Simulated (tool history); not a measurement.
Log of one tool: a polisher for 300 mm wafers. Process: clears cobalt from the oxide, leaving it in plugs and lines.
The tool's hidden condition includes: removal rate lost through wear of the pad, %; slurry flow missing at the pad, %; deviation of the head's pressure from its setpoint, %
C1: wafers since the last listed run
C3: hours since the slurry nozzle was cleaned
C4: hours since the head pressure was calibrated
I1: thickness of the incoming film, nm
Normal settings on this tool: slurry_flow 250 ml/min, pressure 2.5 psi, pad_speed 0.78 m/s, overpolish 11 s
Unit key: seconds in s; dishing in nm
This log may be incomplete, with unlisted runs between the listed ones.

Run 1, hour 0.0: usual settings; C1 0; wafers polished on this pad 313; C3 55.5; C4 103.8; I1 219.4. Result: seconds 46.0 s, dishing 42.1 nm.
Run 2, hour 32.8: usual settings; C1 285; wafers polished on this pad 598; C3 88.3; C4 136.6; I1 218.0. Result: seconds 45.5 s, dishing 38.7 nm.
Run 3, hour 44.9: usual settings; C1 105; wafers polished on this pad 703; C3 100.4; C4 148.7; I1 224.1. Result: seconds 46.3 s, dishing 41.3 nm.
Run 4, hour 80.2: usual settings; C1 307; wafers polished on this pad 1011; C3 135.7; C4 184.0; I1 216.6. Result: seconds 44.9 s, dishing 41.5 nm.
At hour 109.0: worn pad replaced by a new one.
Run 5, hour 167.5: usual settings but pressure 2.0 psi, overpolish 6 s; C1 725; wafers polished on this pad 508; C3 223.0; C4 271.3; I1 218.9. Result: seconds 54.7 s, dishing 21.0 nm.
Run 6, hour 188.0: usual settings; C1 178; wafers polished on this pad 687; C3 243.5; C4 291.8; I1 218.7. Result: seconds 44.1 s, dishing 40.6 nm.
Run 7, hour 216.5: usual settings; C1 248; wafers polished on this pad 935; C3 272.0; C4 320.3; I1 220.6. Result: seconds 43.9 s, dishing 41.0 nm.
At hour 226.9: slurry nozzle cleaned.
Run 8, hour 248.9: usual settings; C1 273; wafers polished on this pad 1208; C3 22.0; C4 352.7; I1 221.4. Result: seconds 43.7 s, dishing 40.8 nm.
At hour 257.4: worn pad replaced by a new one.
Run 9, hour 272.1: usual settings but slurry_flow 220 ml/min; C1 167; wafers polished on this pad 128; C3 45.2; C4 375.9; I1 218.0. Result: seconds 43.9 s, dishing 41.6 nm.
Run 10, hour 284.7: usual settings but pressure 3.1 psi; C1 109; wafers polished on this pad 237; C3 57.8; C4 388.5; I1 219.5. Result: seconds 34.7 s, dishing 49.0 nm.
Run 11, hour 316.1: usual settings but pressure 3.1 psi; C1 273; wafers polished on this pad 511; C3 89.2; C4 419.9; I1 220.1. Result: seconds 34.6 s, dishing 50.3 nm.
At hour 332.4: head pressure recalibrated.
Run 12, hour 358.4: usual settings but pressure 3.1 psi; C1 350; wafers polished on this pad 861; C3 131.5; C4 26.0; I1 218.3. Result: seconds 37.8 s, dishing 46.0 nm.
Run 13, hour 382.5: usual settings; C1 209; wafers polished on this pad 1071; C3 155.6; C4 50.1; I1 221.8. Result: seconds 48.1 s, dishing 40.9 nm.
At hour 406.4: worn pad replaced by a new one.
Run 14, hour 406.9: usual settings; C1 177; wafers polished on this pad 3; C3 180.0; C4 74.5; I1 217.7. Result: seconds 47.5 s, dishing 39.7 nm.
Run 15, hour 423.7: usual settings but overpolish 13 s; C1 146; wafers polished on this pad 150; C3 196.8; C4 91.3; I1 220.8. Result: seconds 47.3 s, dishing 43.8 nm.
Run 16, hour 458.5: usual settings but overpolish 7 s; C1 302; wafers polished on this pad 453; C3 231.6; C4 126.1; I1 218.5. Result: seconds 46.6 s, dishing 28.8 nm.
Run 17, hour 480.2: usual settings but slurry_flow 285 ml/min, overpolish 8 s; C1 188; wafers polished on this pad 642; C3 253.3; C4 147.8; I1 220.9. Result: seconds 45.0 s, dishing 31.0 nm.
Run 18, hour 503.7: usual settings but slurry_flow 335 ml/min, pressure 3.1 psi, pad_speed 0.90 m/s, overpolish 5 s; C1 204; wafers polished on this pad 846; C3 276.8; C4 171.3; I1 220.5. Result: seconds 32.1 s, dishing 28.8 nm.
At hour 528.1: slurry nozzle cleaned.
Run 19, hour 535.0: usual settings but slurry_flow 335 ml/min, pressure 3.1 psi, pad_speed 0.90 m/s, overpolish 5 s; C1 263; wafers polished on this pad 1110; C3 6.9; C4 202.6; I1 219.3. Result: seconds 32.3 s, dishing 28.2 nm.
Run 20, hour 552.3: usual settings but slurry_flow 300 ml/min, pressure 3.0 psi; C1 150; wafers polished on this pad 1260; C3 24.2; C4 219.9; I1 216.6. Result: seconds 36.7 s, dishing 44.8 nm.
At hour 559.6: worn pad replaced by a new one.
Run 21, hour 571.8: usual settings; C1 134; wafers polished on this pad 106; C3 43.7; C4 239.4; I1 217.1. Result: seconds 45.6 s, dishing 40.5 nm.

The next listed run, before its measurement:
Run 22, hour 598.6: usual settings but pressure 2.3 psi, pad_speed 1.00 m/s, overpolish 6 s; C1 233; wafers polished on this pad 339; C3 70.5; C4 266.2; I1 221.5. Result: seconds ?, dishing ?.

{"run 22": {"seconds": 40.8, "dishing": 28.1}}
Minus the tool's unlogged condition, the same run would have read seconds 41.8 s, dishing 27.5 nm.
